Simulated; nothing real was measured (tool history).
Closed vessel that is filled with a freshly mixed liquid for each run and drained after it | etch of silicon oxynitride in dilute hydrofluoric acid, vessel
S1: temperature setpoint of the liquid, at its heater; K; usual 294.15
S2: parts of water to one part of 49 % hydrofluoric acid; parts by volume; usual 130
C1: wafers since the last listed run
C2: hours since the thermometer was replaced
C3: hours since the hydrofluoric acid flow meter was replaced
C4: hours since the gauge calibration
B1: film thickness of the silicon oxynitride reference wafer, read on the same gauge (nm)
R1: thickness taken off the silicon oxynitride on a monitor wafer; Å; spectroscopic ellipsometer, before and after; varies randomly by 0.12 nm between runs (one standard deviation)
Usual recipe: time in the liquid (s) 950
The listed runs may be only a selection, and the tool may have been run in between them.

run 1 hour=0 | S1=294.15 S2=130 time_in_the_liquid_(s)=950 | C1=0 C2=1585 C3=52.1 C4=268.5 | B1=129.53 | R1=197.8
run 2 hour=84.3 | S1=294.15 S2=130 time_in_the_liquid_(s)=950 | C1=4405 C2=1669.3 C3=136.4 C4=352.8 | B1=129.14 | R1=201
run 3 hour=136 | S1=294.15 S2=130 time_in_the_liquid_(s)=950 | C1=2701 C2=1721 C3=188.1 C4=404.5 | B1=128.81 | R1=196.9
run 4 hour=210.4 | S1=294.15 S2=130 time_in_the_liquid_(s)=950 | C1=3888 C2=1795.4 C3=262.5 C4=478.9 | B1=128.33 | R1=196.9
run 5 hour=278.6 | S1=294.15 S2=130 time_in_the_liquid_(s)=950 | C1=3564 C2=1863.6 C3=330.7 C4=547.1 | B1=127.82 | R1=196.2
run 6 hour=337.7 | S1=293.15 S2=130 time_in_the_liquid_(s)=950 | C1=3088 C2=1922.7 C3=389.8 C4=606.2 | B1=127.29 | R1=185.7
run 7 hour=386.7 | S1=294.15 S2=130 time_in_the_liquid_(s)=950 | C1=2560 C2=1971.7 C3=438.8 C4=655.2 | B1=126.83 | R1=196.4
-- hour=389 gauge calibrated
-- hour=399.6 hydrofluoric acid flow meter replaced
run 8 hour=446.8 | S1=294.15 S2=65 time_in_the_liquid_(s)=1255 | C1=3088 C2=2031.8 C3=47.2 C4=57.8 | B1=130.09 | R1=552.3
run 9 hour=527.8 | S1=291.65 S2=130 time_in_the_liquid_(s)=950 | C1=4233 C2=2112.8 C3=128.2 C4=138.8 | B1=129.98 | R1=176.8
-- hour=577.1 thermometer replaced
run 10 hour=585.5 | S1=294.15 S2=130 time_in_the_liquid_(s)=950 | C1=2963 C2=8.4 C3=185.9 C4=196.5 | B1=129.82 | R1=197.8
run 11 hour=679.8 | S1=294.15 S2=170 time_in_the_liquid_(s)=950 | C1=4928 C2=102.7 C3=280.2 C4=290.8 | B1=129.48 | R1=147.9
-- hour=821.8 hydrofluoric acid flow meter replaced
run 12 hour=885.5 | S1=294.15 S2=130 time_in_the_liquid_(s)=950 | C1=10698 C2=308.4 C3=63.7 C4=496.5 | B1=128.23 | R1=197.7
run 13 hour=974.4 | S1=294.15 S2=95 time_in_the_liquid_(s)=950 | C1=4646 C2=397.3 C3=152.6 C4=585.4 | B1=127.52 | R1=276.2
-- hour=1006.8 gauge calibrated
run 14 hour=1019.2 | S1=298.15 S2=95 time_in_the_liquid_(s)=1420 | C1=2341 C2=442.1 C3=197.4 C4=12.4 | B1=129.87 | R1=508.3
run 15 hour=1090.7 | S1=291.65 S2=130 time_in_the_liquid_(s)=950 | C1=3736 C2=513.6 C3=268.9 C4=83.9 | B1=129.82 | R1=178.6

Each row is a separate what-if for the run after 15, all from the same tool condition, not one after another. Results?
run A hour=1091.6 | S1=294.15 S2=90 time_in_the_liquid_(s)=950 | C1=47 C2=514.5 C3=269.8 C4=84.8 | B1=? | R1=?
run B hour=1091.6 | S1=296.65 S2=130 time_in_the_liquid_(s)=950 | C1=47 C2=514.5 C3=269.8 C4=84.8 | B1=? | R1=?
run C hour=1091.6 | S1=299.15 S2=165 time_in_the_liquid_(s)=1305 | C1=47 C2=514.5 C3=269.8 C4=84.8 | B1=? | R1=?
run D hour=1091.6 | S1=294.15 S2=150 time_in_the_liquid_(s)=950 | C1=47 C2=514.5 C3=269.8 C4=84.8 | B1=? | R1=?
run E hour=1091.6 | S1=294.15 S2=130 time_in_the_liquid_(s)=595 | C1=47 C2=514.5 C3=269.8 C4=84.8 | B1=? | R1=?

run=A B1=129.83 R1=295.9
run=B B1=129.83 R1=223.7
run=C B1=129.83 R1=263.8
run=D B1=129.83 R1=169.9
run=E B1=129.83 R1=124.5
With no hidden state in the tool, these same runs would have given:
run=A R1=296.3
run=B R1=224
run=C R1=264.1
run=D R1=170.1
run=E R1=124.7
